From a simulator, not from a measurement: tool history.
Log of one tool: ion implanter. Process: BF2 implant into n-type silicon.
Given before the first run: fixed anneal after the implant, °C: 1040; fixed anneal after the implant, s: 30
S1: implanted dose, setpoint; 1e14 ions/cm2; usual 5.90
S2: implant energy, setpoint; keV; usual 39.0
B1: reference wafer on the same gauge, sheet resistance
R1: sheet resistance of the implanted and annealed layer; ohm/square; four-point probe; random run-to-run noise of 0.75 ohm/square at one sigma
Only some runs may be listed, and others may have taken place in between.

run     day    S1    S2      B1      R1
  1   0.000  5.90  39.0  189.95  185.43
  2   1.954  5.90  39.0  189.75  186.77
  3   4.362  5.90  39.0  190.05  184.80
  4   6.862  5.90  39.0  190.03  184.82
  5   8.396  5.90  39.0  190.15  185.49
     10.521  -- gauge calibrated
  6  11.888  5.90  39.0  190.04  184.01
  7  13.421  5.90  29.5  190.07  189.06
  8  16.788  6.88  39.0  189.94  160.93
  9  18.383  6.88  39.0  190.10  160.65
 10  22.325  6.88  39.0  190.09  162.03
 11  23.850  5.90  39.0  190.05  185.06
 12  26.246  5.90  39.0  189.99  184.80
 13  31.675  5.90  39.0  189.97  185.06
 14  35.429  5.90  39.0  190.29  183.35
 15  38.462  6.61  47.5  190.09  163.17
 16  42.617  4.46  44.0  189.89  231.47
     43.808  -- Faraday cup replaced and dose calibrated
 17  45.712  5.05  35.5  189.97  220.02
 18  57.142  4.44  44.5  190.12  238.29
 19  60.333  7.53  28.5  190.03  156.98
     63.538  -- extraction supply calibrated
 20  64.812  7.66  51.0  189.71  144.54
     65.662  -- gauge calibrated
 21  66.825  6.66  33.0  190.07  170.52
 22  69.917  5.90  48.5  190.06  182.06
 23  73.767  5.90  39.0  190.22  186.38
 24  75.546  5.28  30.0  189.99  209.42
 25  79.183  5.90  39.0  190.09  184.88
 26  82.929  5.90  39.0  190.29  185.42
 27  85.717  7.20  31.0  189.95  158.75
 28  88.621  6.81  39.0  190.07  161.69

3 ways to go on from here, each from the tool as it stands after run 28. What would each give?
  A  88.638  5.90  26.0   ?   ?
  B  88.638  5.90  31.5   ?   ?
  C  88.638  5.90  33.0   ?   ?

run      B1      R1
  A  189.94  192.03
  B  189.94  188.50
  C  189.94  187.71
What these runs would have given with no unlogged condition in the tool:
run      R1
  A  198.43
  B  194.99
  C  194.21

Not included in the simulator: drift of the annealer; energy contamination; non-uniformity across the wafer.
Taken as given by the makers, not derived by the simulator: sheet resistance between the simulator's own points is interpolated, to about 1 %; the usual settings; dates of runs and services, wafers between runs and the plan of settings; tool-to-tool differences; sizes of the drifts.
